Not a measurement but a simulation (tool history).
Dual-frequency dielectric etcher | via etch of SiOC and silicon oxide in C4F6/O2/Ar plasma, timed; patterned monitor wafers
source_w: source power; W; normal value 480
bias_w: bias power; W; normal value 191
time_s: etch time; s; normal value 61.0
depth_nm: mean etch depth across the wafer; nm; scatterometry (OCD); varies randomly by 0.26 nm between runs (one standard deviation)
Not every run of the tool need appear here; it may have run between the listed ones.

run	day	source_w	bias_w	time_s	read-back reference wafer on the same gauge, depth_nm	depth_nm
1	0.000	480	161	70.0	68.8	92.3
2	0.479	480	191	61.0	68.8	84.3
3	0.896	480	191	61.0	68.8	84.7
4	2.588	480	191	61.0	68.8	84.9
5	3.196	480	191	61.0	68.9	85.2
# day 3.508: bias power generator calibrated
# day 5.000: source power generator calibrated
# day 5.017: gauge calibrated
6	5.021	480	191	61.0	68.9	85.2
7	5.371	480	191	61.0	68.8	85.6
8	6.017	480	209	61.0	68.8	87.6
9	6.396	480	191	65.5	68.8	91.6
10	7.067	480	191	61.0	68.8	85.7
# day 8.204: wet clean of the chamber
# day 8.508: upper electrode replaced
11	8.529	580	209	53.5	68.8	78.4
12	8.542	590	226	61.0	68.7	91.6
13	8.554	560	171	61.0	68.9	82.9
14	8.571	450	163	71.0	68.8	88.0
15	8.904	520	235	76.5	68.8	111.6
16	9.638	480	158	61.0	68.9	77.0
17	10.192	480	191	61.0	68.9	81.1
# day 10.208: gauge calibrated
18	10.625	450	222	47.0	68.7	63.7
19	10.967	480	191	61.0	68.8	81.8

Here are 5 independent what-if runs from the current tool condition. What would each one return?
A	10.983	480	151	61.0	?	?
B	10.983	580	212	53.5	?	?
C	10.983	430	235	50.0	?	?
D	10.983	400	191	75.5	?	?
E	10.983	360	220	61.0	?	?

run	read-back reference wafer on the same gauge, depth_nm	depth_nm
A	68.9	76.5
B	68.9	79.3
C	68.9	68.3
D	68.9	94.3
E	68.9	76.4
With no hidden state in the tool, these same runs would have given:
run	depth_nm
A	76.4
B	79.2
C	68.2
D	94.2
E	76.4

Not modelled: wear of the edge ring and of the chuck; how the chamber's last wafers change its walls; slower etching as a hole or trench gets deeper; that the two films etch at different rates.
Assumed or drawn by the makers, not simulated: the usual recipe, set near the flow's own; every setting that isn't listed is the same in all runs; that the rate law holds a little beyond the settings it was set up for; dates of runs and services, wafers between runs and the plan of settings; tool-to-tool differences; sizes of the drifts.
